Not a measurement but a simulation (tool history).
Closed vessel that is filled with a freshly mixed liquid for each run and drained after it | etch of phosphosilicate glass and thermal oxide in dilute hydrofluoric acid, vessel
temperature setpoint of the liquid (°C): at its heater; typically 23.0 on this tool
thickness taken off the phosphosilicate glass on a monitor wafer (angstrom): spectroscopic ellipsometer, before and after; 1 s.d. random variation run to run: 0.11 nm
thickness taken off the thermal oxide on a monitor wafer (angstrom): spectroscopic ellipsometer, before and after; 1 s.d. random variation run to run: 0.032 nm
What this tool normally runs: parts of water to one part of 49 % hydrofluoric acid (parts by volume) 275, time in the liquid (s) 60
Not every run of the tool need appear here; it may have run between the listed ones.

run	hour	temperature setpoint of the liquid (°C)	parts of water to one part of 49 % hydrofluoric acid (parts by volume)	time in the liquid (s)	read-back film thickness of the phosphosilicate glass reference wafer, read on the same gauge (nm)	read-back film thickness of the thermal oxide reference wafer, read on the same gauge (nm)	thickness taken off the phosphosilicate glass on a monitor wafer (angstrom)	thickness taken off the thermal oxide on a monitor wafer (angstrom)
1	0.0	23.0	275	60	120.05	139.972	133.8	9.70
2	61.2	23.0	275	60	119.97	139.996	134.1	9.60
3	128.2	23.0	275	60	120.00	139.994	135.3	9.85
4	199.2	23.0	275	60	119.99	140.014	132.5	9.83
5	258.9	23.0	275	60	119.99	140.006	137.1	10.56
6	298.5	23.0	275	60	120.00	140.001	134.9	10.36
7	349.8	26.5	355	30	120.03	140.006	56.0	4.05
8	408.2	23.0	275	60	120.01	139.993	137.5	9.91
9	499.4	23.0	360	85	119.99	139.969	141.3	10.43
# hour 511.7: hydrofluoric acid flow meter replaced
10	562.0	18.0	275	60	120.00	140.021	105.8	7.70
11	614.9	23.0	275	60	119.98	139.979	124.8	9.11
12	683.7	23.0	275	70	120.05	139.990	150.3	11.70
13	727.2	23.0	345	30	120.03	139.982	47.7	3.55
14	763.2	18.5	140	40	119.99	140.003	159.8	12.16
15	793.8	23.0	275	60	120.02	139.991	128.0	9.50
16	842.2	23.0	195	85	120.00	140.003	278.2	19.38
# hour 880.2: thermometer replaced
17	902.2	23.0	275	40	120.03	140.018	86.5	6.45
# hour 936.9: gauge calibrated
18	973.1	18.5	220	35	120.00	140.012	84.7	5.84
19	1035.1	23.0	275	60	119.98	140.008	129.2	9.18
20	1157.2	18.0	360	70	119.98	139.981	92.3	6.56
21	1226.7	19.5	165	30	120.02	140.003	107.6	8.34
22	1277.2	23.0	275	60	119.99	139.997	132.5	10.18
23	1307.1	23.0	275	60	120.01	140.003	133.9	9.85
24	1368.5	20.0	275	90	120.01	140.000	182.8	12.12
25	1404.9	25.5	390	60	119.98	139.997	94.1	6.58
26	1475.8	19.0	275	60	120.00	140.004	116.4	8.21

Here are 3 independent what-if runs from the current tool condition. What would each one return?
A	1476.5	23.0	275	60	?	?	?	?
B	1476.5	19.5	190	70	?	?	?	?
C	1476.5	19.0	230	60	?	?	?	?

run	read-back film thickness of the phosphosilicate glass reference wafer, read on the same gauge (nm)	read-back film thickness of the thermal oxide reference wafer, read on the same gauge (nm)	thickness taken off the phosphosilicate glass on a monitor wafer (angstrom)	thickness taken off the thermal oxide on a monitor wafer (angstrom)
A	119.98	140.020	136.7	10.19
B	119.98	140.020	218.6	16.30
C	119.98	140.020	146.5	10.92
Without the tool's hidden state the same runs would have given:
run	thickness taken off the phosphosilicate glass on a monitor wafer (angstrom)	thickness taken off the thermal oxide on a monitor wafer (angstrom)
A	123.3	9.19
B	198.6	14.80
C	132.7	9.89
